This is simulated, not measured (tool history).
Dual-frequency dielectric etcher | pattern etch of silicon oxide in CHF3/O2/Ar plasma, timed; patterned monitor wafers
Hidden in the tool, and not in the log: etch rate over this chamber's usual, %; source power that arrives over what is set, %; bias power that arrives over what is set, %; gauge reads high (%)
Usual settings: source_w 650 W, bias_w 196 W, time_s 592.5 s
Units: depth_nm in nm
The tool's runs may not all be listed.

| run | hour | source_w | bias_w | time_s | wafers since the last listed run | hours since the last wet clean | hours since the last source power generator calibration | hours since the last bias power generator calibration | hours since the last upper electrode change | hours since the gauge calibration | read-back reference wafer on the same gauge, depth_nm | depth_nm |
|---|---|---|---|---|---|---|---|---|---|---|---|---|
| 1 | 0 | 650 | 233 | 681.5 | 0 | 365.8 | 3929.2 | 3621.7 | 3721.8 | 284.6 | 1311.4 | 1572.5 |
| 2 | 14.6 | 650 | 196 | 592.5 | 38 | 380.4 | 3943.8 | 3636.3 | 3736.4 | 299.2 | 1310.5 | 1262.1 |
|  | 52 | wet clean of the chamber |
| 3 | 52.5 | 650 | 235 | 592.5 | 36 | 0.5 | 3981.7 | 3674.2 | 3774.3 | 337.1 | 1309 | 1397.4 |
| 4 | 65.7 | 650 | 230 | 592.5 | 35 | 13.7 | 3994.9 | 3687.4 | 3787.5 | 350.3 | 1309.9 | 1379.8 |
| 5 | 82.9 | 650 | 230 | 592.5 | 45 | 30.9 | 4012.1 | 3704.6 | 3804.7 | 367.5 | 1309.8 | 1385.9 |
| 6 | 117.1 | 650 | 196 | 592.5 | 91 | 65.1 | 4046.3 | 3738.8 | 3838.9 | 401.7 | 1309.4 | 1269.8 |
| 7 | 129.6 | 650 | 196 | 592.5 | 33 | 77.6 | 4058.8 | 3751.3 | 3851.4 | 414.2 | 1311.5 | 1279.1 |
| 8 | 165.6 | 650 | 196 | 592.5 | 95 | 113.6 | 4094.8 | 3787.3 | 3887.4 | 450.2 | 1310.8 | 1271.1 |
| 9 | 177.6 | 650 | 196 | 592.5 | 31 | 125.6 | 4106.8 | 3799.3 | 3899.4 | 462.2 | 1309.1 | 1264.4 |
| 10 | 201.3 | 760 | 196 | 592.5 | 63 | 149.3 | 4130.5 | 3823 | 3923.1 | 485.9 | 1311.7 | 1337 |
|  | 245.4 | upper electrode replaced |
| 11 | 245.9 | 760 | 196 | 592.5 | 54 | 193.9 | 4175.1 | 3867.6 | 0.5 | 530.5 | 1307.5 | 1318.1 |
| 12 | 246.4 | 760 | 196 | 592.5 | 1 | 194.4 | 4175.6 | 3868.1 | 1 | 531 | 1310.4 | 1337.7 |
|  | 271.4 | bias power generator calibrated |
| 13 | 275.7 | 650 | 196 | 592.5 | 67 | 223.7 | 4204.9 | 4.3 | 30.3 | 560.3 | 1311.1 | 1256.9 |
| 14 | 308.4 | 650 | 196 | 458 | 87 | 256.4 | 4237.6 | 37 | 63 | 593 | 1309.6 | 971.5 |
| 15 | 337.8 | 650 | 196 | 487 | 78 | 285.8 | 4267 | 66.4 | 92.4 | 622.4 | 1308.8 | 1029.5 |
| 16 | 364.5 | 720 | 164 | 723 | 71 | 312.5 | 4293.7 | 93.1 | 119.1 | 649.1 | 1309.3 | 1450.7 |
| 17 | 393.6 | 650 | 180 | 592.5 | 77 | 341.6 | 4322.8 | 122.2 | 148.2 | 678.2 | 1309.1 | 1209.4 |
|  | 429.4 | source power generator calibrated |
| 18 | 429.9 | 570 | 237 | 719 | 85 | 377.9 | 0.5 | 158.5 | 184.5 | 714.5 | 1309.1 | 1595.3 |
|  | 457.8 | gauge calibrated |
| 19 | 459.1 | 570 | 196 | 751 | 77 | 407.1 | 29.7 | 187.7 | 213.7 | 1.3 | 1310.2 | 1519.7 |
| 20 | 483.8 | 650 | 179 | 750 | 65 | 431.8 | 54.4 | 212.4 | 238.4 | 26 | 1310.1 | 1507.2 |
| 21 | 502.8 | 650 | 196 | 539 | 50 | 450.8 | 73.4 | 231.4 | 257.4 | 45 | 1309.5 | 1126.4 |
|  | 528.6 | wet clean of the chamber |
| 22 | 537.3 | 650 | 219 | 419 | 27 | 8.7 | 107.9 | 265.9 | 291.9 | 79.5 | 1309.3 | 962.3 |
| 23 | 550.5 | 710 | 174 | 717.5 | 35 | 21.9 | 121.1 | 279.1 | 305.1 | 92.7 | 1312.1 | 1498.7 |
| 24 | 597.8 | 650 | 163 | 426 | 125 | 69.2 | 168.4 | 326.4 | 352.4 | 140 | 1311.9 | 834.2 |
| 25 | 616.6 | 650 | 196 | 592.5 | 50 | 88 | 187.2 | 345.2 | 371.2 | 158.8 | 1311.4 | 1268.4 |
| 26 | 632.3 | 650 | 175 | 420.5 | 41 | 103.7 | 202.9 | 360.9 | 386.9 | 174.5 | 1312.6 | 856.6 |
| 27 | 645.8 | 800 | 179 | 424.5 | 35 | 117.2 | 216.4 | 374.4 | 400.4 | 188 | 1309.9 | 922.3 |
| 28 | 658.8 | 650 | 212 | 592.5 | 34 | 130.2 | 229.4 | 387.4 | 413.4 | 201 | 1311.2 | 1314.9 |
| 29 | 683.8 | 530 | 196 | 682.5 | 66 | 155.2 | 254.4 | 412.4 | 438.4 | 226 | 1307.1 | 1371.7 |
| 30 | 697.3 | 650 | 196 | 592.5 | 35 | 168.7 | 267.9 | 425.9 | 451.9 | 239.5 | 1312.1 | 1257.5 |
| 31 | 721.9 | 650 | 175 | 420.5 | 65 | 193.3 | 292.5 | 450.5 | 476.5 | 264.1 | 1310.5 | 848.2 |

Measured less the same run without the tool's hidden state. The same run-to-run variation is in both; the gauge's scatter may not be:
| run | depth_nm |
|---|---|
| 1 | -33.1 |
| 2 | -27.8 |
| 3 | -0.9 |
| 4 | -2 |
| 5 | -3.5 |
| 6 | -5.9 |
| 7 | -7 |
| 8 | -9.8 |
| 9 | -10.7 |
| 10 | -13.3 |
| 11 | -16.9 |
| 12 | -17.1 |
| 13 | -18.5 |
| 14 | -16.3 |
| 15 | -19.3 |
| 16 | -29.6 |
| 17 | -27 |
| 18 | -39.3 |
| 19 | -40.3 |
| 20 | -42.4 |
| 21 | -33.1 |
| 22 | -4.1 |
| 23 | -7.6 |
| 24 | -6.7 |
| 25 | -11.8 |
| 26 | -8.8 |
| 27 | -10.2 |
| 28 | -15.8 |
| 29 | -18.5 |
| 30 | -18.1 |
| 31 | -13.5 |
